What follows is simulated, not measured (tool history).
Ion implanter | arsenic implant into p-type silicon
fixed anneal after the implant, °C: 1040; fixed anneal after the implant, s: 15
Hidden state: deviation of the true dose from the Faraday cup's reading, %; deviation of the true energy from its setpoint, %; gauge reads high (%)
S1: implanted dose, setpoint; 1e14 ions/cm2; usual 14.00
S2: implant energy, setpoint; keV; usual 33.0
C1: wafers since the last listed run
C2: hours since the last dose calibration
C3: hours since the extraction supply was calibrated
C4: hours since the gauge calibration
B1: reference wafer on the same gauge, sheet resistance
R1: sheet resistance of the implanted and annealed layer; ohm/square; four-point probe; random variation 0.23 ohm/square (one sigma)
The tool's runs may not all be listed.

run 1 hour=0.0 | S1=12.20 S2=33.0 | C1=0 C2=1910.6 C3=1748.2 C4=109.3 | B1=77.22 | R1=95.64
run 2 hour=19.8 | S1=14.00 S2=41.0 | C1=311 C2=1930.4 C3=1768.0 C4=129.1 | B1=77.18 | R1=84.63
run 3 hour=55.5 | S1=11.86 S2=33.0 | C1=562 C2=1966.1 C3=1803.7 C4=164.8 | B1=77.17 | R1=97.05
run 4 hour=69.0 | S1=11.86 S2=33.0 | C1=212 C2=1979.6 C3=1817.2 C4=178.3 | B1=77.18 | R1=97.02
run 5 hour=98.3 | S1=14.00 S2=33.0 | C1=461 C2=2008.9 C3=1846.5 C4=207.6 | B1=77.12 | R1=88.49
run 6 hour=133.2 | S1=14.00 S2=33.0 | C1=549 C2=2043.8 C3=1881.4 C4=242.5 | B1=77.21 | R1=89.13
run 7 hour=151.5 | S1=14.00 S2=33.0 | C1=288 C2=2062.1 C3=1899.7 C4=260.8 | B1=77.24 | R1=89.45
run 8 hour=175.7 | S1=14.00 S2=33.0 | C1=381 C2=2086.3 C3=1923.9 C4=285.0 | B1=77.22 | R1=88.60
run 9 hour=191.3 | S1=14.00 S2=33.0 | C1=245 C2=2101.9 C3=1939.5 C4=300.6 | B1=77.22 | R1=88.95
run 10 hour=278.9 | S1=14.00 S2=33.0 | C1=1379 C2=2189.5 C3=2027.1 C4=388.2 | B1=77.13 | R1=88.45
run 11 hour=304.4 | S1=14.00 S2=33.0 | C1=401 C2=2215.0 C3=2052.6 C4=413.7 | B1=77.21 | R1=88.04
-- hour=364.3 Faraday cup replaced and dose calibrated
run 12 hour=397.8 | S1=14.00 S2=40.0 | C1=1345 C2=33.5 C3=2146.0 C4=507.1 | B1=77.22 | R1=86.51
run 13 hour=423.3 | S1=14.00 S2=40.0 | C1=401 C2=59.0 C3=2171.5 C4=532.6 | B1=77.19 | R1=87.05
run 14 hour=442.7 | S1=14.00 S2=40.0 | C1=305 C2=78.4 C3=2190.9 C4=552.0 | B1=77.21 | R1=86.81
run 15 hour=458.8 | S1=15.23 S2=33.0 | C1=253 C2=94.5 C3=2207.0 C4=568.1 | B1=77.25 | R1=87.41
run 16 hour=483.1 | S1=15.23 S2=33.0 | C1=382 C2=118.8 C3=2231.3 C4=592.4 | B1=77.22 | R1=86.85
run 17 hour=499.3 | S1=15.23 S2=33.0 | C1=255 C2=135.0 C3=2247.5 C4=608.6 | B1=77.26 | R1=87.14
run 18 hour=512.0 | S1=14.00 S2=43.5 | C1=200 C2=147.7 C3=2260.2 C4=621.3 | B1=77.18 | R1=84.99
run 19 hour=539.1 | S1=16.99 S2=21.5 | C1=426 C2=174.8 C3=2287.3 C4=648.4 | B1=77.25 | R1=92.08
run 20 hour=562.5 | S1=12.09 S2=23.5 | C1=368 C2=198.2 C3=2310.7 C4=671.8 | B1=77.22 | R1=105.19
run 21 hour=575.9 | S1=17.95 S2=41.5 | C1=211 C2=211.6 C3=2324.1 C4=685.2 | B1=77.20 | R1=75.61
run 22 hour=606.3 | S1=15.26 S2=42.5 | C1=478 C2=242.0 C3=2354.5 C4=715.6 | B1=77.22 | R1=81.41
run 23 hour=625.4 | S1=14.00 S2=22.0 | C1=300 C2=261.1 C3=2373.6 C4=734.7 | B1=77.25 | R1=99.31
run 24 hour=646.1 | S1=10.36 S2=43.5 | C1=326 C2=281.8 C3=2394.3 C4=755.4 | B1=77.23 | R1=102.79
-- hour=669.3 extraction supply calibrated
run 25 hour=676.6 | S1=14.00 S2=33.0 | C1=354 C2=312.3 C3=7.3 C4=785.9 | B1=77.22 | R1=90.69
run 26 hour=702.8 | S1=16.86 S2=27.0 | C1=412 C2=338.5 C3=33.5 C4=812.1 | B1=77.21 | R1=87.31
run 27 hour=715.5 | S1=17.08 S2=26.5 | C1=200 C2=351.2 C3=46.2 C4=824.8 | B1=77.25 | R1=87.45
run 28 hour=741.0 | S1=14.00 S2=26.0 | C1=401 C2=376.7 C3=71.7 C4=850.3 | B1=77.13 | R1=96.14
-- hour=753.0 gauge calibrated
run 29 hour=764.3 | S1=17.90 S2=29.0 | C1=366 C2=400.0 C3=95.0 C4=11.3 | B1=77.26 | R1=84.42
run 30 hour=787.0 | S1=14.00 S2=33.0 | C1=357 C2=422.7 C3=117.7 C4=34.0 | B1=77.22 | R1=91.00
run 31 hour=807.3 | S1=14.00 S2=33.0 | C1=319 C2=443.0 C3=138.0 C4=54.3 | B1=77.22 | R1=90.68
run 32 hour=820.0 | S1=16.08 S2=33.0 | C1=200 C2=455.7 C3=150.7 C4=67.0 | B1=77.21 | R1=84.85
run 33 hour=923.4 | S1=18.11 S2=29.0 | C1=1628 C2=559.1 C3=254.1 C4=170.4 | B1=77.23 | R1=83.50
run 34 hour=940.8 | S1=14.00 S2=33.0 | C1=274 C2=576.5 C3=271.5 C4=187.8 | B1=77.21 | R1=90.90
run 35 hour=977.9 | S1=12.76 S2=36.0 | C1=584 C2=613.6 C3=308.6 C4=224.9 | B1=77.20 | R1=93.58
run 36 hour=1011.4 | S1=10.20 S2=41.5 | C1=527 C2=647.1 C3=342.1 C4=258.4 | B1=77.22 | R1=104.75
run 37 hour=1046.0 | S1=12.32 S2=42.5 | C1=544 C2=681.7 C3=376.7 C4=293.0 | B1=77.14 | R1=91.98
run 38 hour=1080.7 | S1=10.24 S2=42.0 | C1=546 C2=716.4 C3=411.4 C4=327.7 | B1=77.20 | R1=103.80

What the log doesn't show, run by run:
deviation of the true energy from its setpoint, %: 0 in every run
gauge reads high (%): 0 in every run
H1: deviation of the true dose from the Faraday cup's reading, %
run=1 H1=3.67
run=2 H1=3.75
run=3 H1=3.88
run=4 H1=3.94
run=5 H1=4.05
run=6 H1=4.19
run=7 H1=4.27
run=8 H1=4.37
run=9 H1=4.43
run=10 H1=4.81
run=11 H1=4.92
run=12 H1=-0.159
run=13 H1=-0.157
run=14 H1=-0.154
run=15 H1=-0.152
run=16 H1=-0.147
run=17 H1=-0.142
run=18 H1=-0.139
run=19 H1=-0.13
run=20 H1=-0.122
run=21 H1=-0.116
run=22 H1=-0.102
run=23 H1=-0.0929
run=24 H1=-0.0817
run=25 H1=-0.0637
run=26 H1=-0.0468
run=27 H1=-0.038
run=28 H1=-0.0196
run=29 H1=-0.00162
run=30 H1=0.0169
run=31 H1=0.0344
run=32 H1=0.0457
run=33 H1=0.15
run=34 H1=0.17
run=35 H1=0.214
run=36 H1=0.255
run=37 H1=0.301
run=38 H1=0.349
